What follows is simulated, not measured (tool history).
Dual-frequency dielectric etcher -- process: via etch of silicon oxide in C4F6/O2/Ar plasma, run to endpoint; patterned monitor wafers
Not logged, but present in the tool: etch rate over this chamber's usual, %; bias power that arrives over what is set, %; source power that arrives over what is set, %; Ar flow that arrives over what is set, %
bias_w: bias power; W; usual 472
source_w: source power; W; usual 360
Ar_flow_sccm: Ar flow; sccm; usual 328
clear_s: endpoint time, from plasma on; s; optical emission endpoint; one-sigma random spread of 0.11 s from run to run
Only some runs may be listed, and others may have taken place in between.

run	day	bias_w	source_w	Ar_flow_sccm	wafers since the last listed run	hours since the last wet clean	hours since the last bias power generator calibration	hours since the last source power generator calibration	hours since the last Ar flow controller change	hours since the last upper electrode change	incoming incoming film thickness, nm	clear_s
1	0.000	472	360	355	0	124.3	2769.5	3162.4	3847.7	5604.2	130.2	29.9
2	1.162	472	360	328	246	152.2	2797.4	3190.3	3875.6	5632.1	131.1	29.7
3	1.783	472	360	328	131	167.1	2812.3	3205.2	3890.5	5647.0	129.5	29.5
4	3.075	472	360	328	273	198.1	2843.3	3236.2	3921.5	5678.0	130.2	29.7
5	3.683	472	360	328	128	212.7	2857.9	3250.8	3936.1	5692.6	129.2	29.3
6	4.388	472	360	328	149	229.6	2874.8	3267.7	3953.0	5709.5	130.9	29.7
7	5.800	448	360	391	298	263.5	2908.7	3301.6	3986.9	5743.4	130.1	31.4
8	7.071	448	360	391	268	294.0	2939.2	3332.1	4017.4	5773.9	130.0	31.5
9	8.546	448	360	391	312	329.4	2974.6	3367.5	4052.8	5809.3	129.4	31.4
# day 10.550: Ar flow controller replaced
# day 12.083: bias power generator calibrated
# day 12.871: wet clean of the chamber
10	12.892	472	360	293	664	0.5	19.4	3471.8	56.2	5913.6	130.1	27.8
11	13.862	472	360	293	205	23.8	42.7	3495.1	79.5	5936.9	130.2	27.8
12	14.725	472	360	293	182	44.5	63.4	3515.8	100.2	5957.6	130.3	27.8
# day 16.033: source power generator calibrated
13	16.054	472	360	328	246	76.4	95.3	0.5	132.1	5989.5	129.3	28.3
# day 18.000: wet clean of the chamber, repeated, since the last time left the tool worse
14	18.021	472	360	328	204	0.5	142.5	47.7	179.3	6036.7	130.4	29.3
15	18.633	566	280	350	129	15.2	157.2	62.4	194.0	6051.4	129.9	29.1
16	19.517	408	310	259	186	36.4	178.4	83.6	215.2	6072.6	130.3	32.1
17	20.638	472	360	328	237	63.3	205.3	110.5	242.1	6099.5	130.0	29.2
18	22.017	472	360	328	291	96.4	238.4	143.6	275.2	6132.6	130.2	29.4
# day 23.312: upper electrode replaced
19	23.333	512	410	328	67	128.0	270.0	175.2	306.8	0.5	130.4	27.0
20	23.617	472	360	328	59	134.8	276.8	182.0	313.6	7.3	130.8	29.5
21	24.329	472	360	328	150	151.9	293.9	199.1	330.7	24.4	130.5	29.6
22	25.571	530	360	306	262	181.7	323.7	228.9	360.5	54.2	130.7	27.5
23	26.250	472	360	306	143	198.0	340.0	245.2	376.8	70.5	129.6	29.1
24	27.212	472	300	328	203	221.1	363.1	268.3	399.9	93.6	130.5	31.4
25	28.100	472	400	328	187	242.4	384.4	289.6	421.2	114.9	129.6	28.3
26	29.504	472	360	328	297	276.1	418.1	323.3	454.9	148.6	130.0	29.6
27	30.783	448	360	391	270	306.8	448.8	354.0	485.6	179.3	129.6	31.2
28	34.108	545	420	304	703	386.6	528.6	433.8	565.4	259.1	129.2	25.8
29	34.675	581	450	399	119	400.2	542.2	447.4	579.0	272.7	130.1	25.6

Hidden state or all else? Some run-to-run changes of clear_s, split into what the settings, what came in and random variation would give without the hidden state, and what is left for the hidden state (with any gauge scatter that isn't in both results):
Run 9 -> 10: bias_w 448 -> 472, Ar_flow_sccm 391 -> 293, Ar flow controller replaced, bias power generator calibrated, wet clean of the chamber. clear_s -3.6 s: hidden state -1.6, all else -2.0.
Run 13 -> 14: wet clean of the chamber, repeated, since the last time left the tool worse. clear_s +1.0 s: hidden state +0.9, all else +0.1.
Run 27 -> 28: bias_w 448 -> 545, source_w 360 -> 420, Ar_flow_sccm 391 -> 304. clear_s -5.4 s: hidden state +0.0, all else -5.4.
